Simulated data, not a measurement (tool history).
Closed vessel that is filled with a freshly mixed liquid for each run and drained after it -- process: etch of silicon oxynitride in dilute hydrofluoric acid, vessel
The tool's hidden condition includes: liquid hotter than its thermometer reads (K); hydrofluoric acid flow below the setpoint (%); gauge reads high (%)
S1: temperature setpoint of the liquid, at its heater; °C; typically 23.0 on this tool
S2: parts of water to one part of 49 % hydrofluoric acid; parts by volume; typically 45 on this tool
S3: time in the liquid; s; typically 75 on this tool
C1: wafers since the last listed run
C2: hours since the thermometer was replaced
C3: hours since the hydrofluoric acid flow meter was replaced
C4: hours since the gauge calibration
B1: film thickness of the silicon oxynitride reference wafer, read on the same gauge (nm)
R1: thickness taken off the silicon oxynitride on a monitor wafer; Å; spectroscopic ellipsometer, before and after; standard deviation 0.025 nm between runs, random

| run | hour | S1 | S2 | S3 | C1 | C2 | C3 | C4 | B1 | R1 |
|---|---|---|---|---|---|---|---|---|---|---|
| 1 | 0.0 | 23.0 | 45 | 75 | 0 | 1339.5 | 1413.8 | 78.9 | 140.00 | 92.3 |
| 2 | 9.1 | 23.0 | 45 | 75 | 758 | 1348.6 | 1422.9 | 88.0 | 139.98 | 92.1 |
|  | 11.5 | gauge calibrated |
| 3 | 22.8 | 23.0 | 45 | 75 | 1141 | 1362.3 | 1436.6 | 11.3 | 139.99 | 91.9 |
| 4 | 34.5 | 23.0 | 45 | 75 | 974 | 1374.0 | 1448.3 | 23.0 | 140.01 | 92.3 |
| 5 | 43.1 | 23.0 | 45 | 75 | 716 | 1382.6 | 1456.9 | 31.6 | 139.96 | 92.6 |
| 6 | 56.5 | 23.0 | 45 | 75 | 1116 | 1396.0 | 1470.3 | 45.0 | 139.98 | 93.1 |
|  | 67.3 | thermometer replaced |
|  | 70.9 | hydrofluoric acid flow meter replaced |
| 7 | 74.1 | 23.0 | 45 | 75 | 1299 | 6.8 | 3.2 | 62.6 | 139.98 | 81.0 |
| 8 | 80.1 | 20.5 | 30 | 110 | 499 | 12.8 | 9.2 | 68.6 | 139.97 | 159.7 |
| 9 | 86.9 | 23.0 | 45 | 75 | 566 | 19.6 | 16.0 | 75.4 | 139.99 | 81.7 |
| 10 | 99.0 | 27.5 | 45 | 75 | 1008 | 31.7 | 28.1 | 87.5 | 140.00 | 100.9 |
| 11 | 110.0 | 27.0 | 35 | 100 | 916 | 42.7 | 39.1 | 98.5 | 140.00 | 171.7 |
|  | 116.2 | gauge calibrated |
| 12 | 126.8 | 23.0 | 45 | 75 | 1399 | 59.5 | 55.9 | 10.6 | 140.01 | 81.6 |
| 13 | 142.3 | 21.0 | 50 | 105 | 1291 | 75.0 | 71.4 | 26.1 | 140.02 | 92.8 |
| 14 | 157.0 | 18.0 | 65 | 95 | 1224 | 89.7 | 86.1 | 40.8 | 140.00 | 55.1 |
| 15 | 163.2 | 20.5 | 35 | 110 | 516 | 95.9 | 92.3 | 47.0 | 139.99 | 137.5 |

Predict each of these 3 candidate next runs independently; none follows another, all start after run 15:
| A | 163.9 | 23.0 | 45 | 75 | 58 | 96.6 | 93.0 | 47.7 | ? | ? |
| B | 163.9 | 26.5 | 45 | 30 | 58 | 96.6 | 93.0 | 47.7 | ? | ? |
| C | 163.9 | 23.0 | 45 | 90 | 58 | 96.6 | 93.0 | 47.7 | ? | ? |

| run | B1 | R1 |
|---|---|---|
| A | 139.99 | 82.0 |
| B | 139.99 | 38.9 |
| C | 139.99 | 98.4 |
Without the tool's hidden state the same runs would have given:
| run | R1 |
|---|---|
| A | 81.2 |
| B | 38.5 |
| C | 97.4 |
